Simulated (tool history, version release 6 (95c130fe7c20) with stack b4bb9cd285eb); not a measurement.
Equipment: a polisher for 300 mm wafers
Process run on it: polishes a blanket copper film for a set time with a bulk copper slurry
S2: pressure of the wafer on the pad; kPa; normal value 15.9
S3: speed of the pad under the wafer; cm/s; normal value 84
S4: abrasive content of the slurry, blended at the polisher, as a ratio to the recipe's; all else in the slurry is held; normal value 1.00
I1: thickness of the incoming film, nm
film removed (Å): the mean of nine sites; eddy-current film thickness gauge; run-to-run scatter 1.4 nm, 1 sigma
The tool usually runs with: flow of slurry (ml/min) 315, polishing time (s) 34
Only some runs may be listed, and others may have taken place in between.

Run 1, hour 0.0: usual settings but S3 66 cm/s; I1 2475.9. Result: film removed (Å) 1293.
Run 2, hour 7.7: usual settings; I1 2540.6. Result: film removed (Å) 1658.
Run 3, hour 21.6: usual settings; I1 2514.4. Result: film removed (Å) 1694.
Run 4, hour 32.5: usual settings; I1 2551.1. Result: film removed (Å) 1687.
Run 5, hour 46.5: usual settings; I1 2523.6. Result: film removed (Å) 1679.
Run 6, hour 55.3: usual settings but flow of slurry (ml/min) 275, S3 72 cm/s; I1 2542.6. Result: film removed (Å) 1418.
Run 7, hour 65.3: usual settings but polishing time (s) 29; I1 2503.4. Result: film removed (Å) 1416.
Run 8, hour 79.8: usual settings; I1 2518.1. Result: film removed (Å) 1628.
Run 9, hour 89.5: usual settings but flow of slurry (ml/min) 240, S2 13.8 kPa, S4 1.20; I1 2520.5. Result: film removed (Å) 1472.
Run 10, hour 97.1: usual settings but S2 17.9 kPa, polishing time (s) 46; I1 2541.5. Result: film removed (Å) 2428.
Run 11, hour 112.8: usual settings; I1 2554.5. Result: film removed (Å) 1587.
Run 12, hour 130.7: usual settings; I1 2534.1. Result: film removed (Å) 1714.
Run 13, hour 145.9: usual settings but S4 0.80; I1 2483.3. Result: film removed (Å) 1576.
Run 14, hour 157.7: usual settings but flow of slurry (ml/min) 230, S2 11.7 kPa; I1 2525.5. Result: film removed (Å) 1258.
Run 15, hour 167.1: usual settings but S4 0.80, polishing time (s) 24; I1 2550.9. Result: film removed (Å) 1085.
Run 16, hour 174.3: usual settings but S4 0.85, polishing time (s) 28; I1 2566.3. Result: film removed (Å) 1288.
Run 17, hour 187.9: usual settings but S3 96 cm/s, polishing time (s) 29; I1 2506.7. Result: film removed (Å) 1606.
Run 18, hour 205.0: usual settings; I1 2519.5. Result: film removed (Å) 1616.
Run 19, hour 220.5: usual settings; I1 2532.4. Result: film removed (Å) 1591.
Run 20, hour 235.1: usual settings but flow of slurry (ml/min) 220, S2 13.8 kPa, S4 1.25, polishing time (s) 41; I1 2540.3. Result: film removed (Å) 1796.
Run 21, hour 242.0: usual settings; I1 2534.8. Result: film removed (Å) 1739.
Run 22, hour 281.0: usual settings; I1 2562.3. Result: film removed (Å) 1679.
Run 23, hour 298.2: usual settings but flow of slurry (ml/min) 265, S4 1.10; I1 2539.5. Result: film removed (Å) 1684.
Run 24, hour 314.9: usual settings but flow of slurry (ml/min) 355, S2 11.7 kPa, S3 110 cm/s, polishing time (s) 44; I1 2526.1. Result: film removed (Å) 2193.
Run 25, hour 326.1: usual settings but S3 68 cm/s, S4 1.25; I1 2481.7. Result: film removed (Å) 1426.
Run 26, hour 337.1: usual settings but S2 14.5 kPa, S3 62 cm/s; I1 2556.4. Result: film removed (Å) 1102.
Run 27, hour 348.0: usual settings; I1 2549.2. Result: film removed (Å) 1590.
Run 28, hour 354.1: usual settings but flow of slurry (ml/min) 395, S2 21.4 kPa, S3 102 cm/s, S4 0.80; I1 2558.9. Result: film removed (Å) 2557.
Run 29, hour 371.6: usual settings; I1 2501.3. Result: film removed (Å) 1716.

Missing from the log above: 7 entries noted between runs. For each, name the pair of listed runs it sits between and say how the tool's hidden condition differs from the listed run just before to the listed run just after:
Runs 2 to 3: slurry nozzle cleaned (hour 16.4)
  removal rate lost through wear of the pad, %: 1.78 -> 2.8; slurry flow missing at the pad, %: 28.7 -> 1.67
  measured result minus the result with no hidden state, film removed (Å): -97 -> -52
Runs 4 to 5: head pressure recalibrated (hour 46.0)
  removal rate lost through wear of the pad, %: 3.6 -> 4.63; slurry flow missing at the pad, %: 1.79 -> 2.11
  measured result minus the result with no hidden state, film removed (Å): -66 -> -85
Runs 11 to 12: worn pad replaced by a new one (hour 128.4)
  removal rate lost through wear of the pad, %: 9.49 -> 0.55; slurry flow missing at the pad, %: 6.25 -> 8.11
  measured result minus the result with no hidden state, film removed (Å): -178 -> -24
Runs 17 to 18: slurry blender recalibrated (hour 198.8)
  removal rate lost through wear of the pad, %: 4.75 -> 6; slurry flow missing at the pad, %: 16.2 -> 19.2
  measured result minus the result with no hidden state, film removed (Å): -112 -> -143
Runs 19 to 20: slurry nozzle cleaned (hour 234.5)
  removal rate lost through wear of the pad, %: 7.14 -> 8.21; slurry flow missing at the pad, %: 22.2 -> 1.25
  measured result minus the result with no hidden state, film removed (Å): -170 -> -164
Runs 20 to 21: worn pad replaced by a new one (hour 240.3)
  removal rate lost through wear of the pad, %: 8.21 -> 1.04; slurry flow missing at the pad, %: 1.25 -> 1.28
  measured result minus the result with no hidden state, film removed (Å): -164 -> -21
Runs 27 to 28: worn pad replaced by a new one (hour 352.3)
  removal rate lost through wear of the pad, %: 8.82 -> 0.896; slurry flow missing at the pad, %: 7.62 -> 8.32
  measured result minus the result with no hidden state, film removed (Å): -168 -> -40
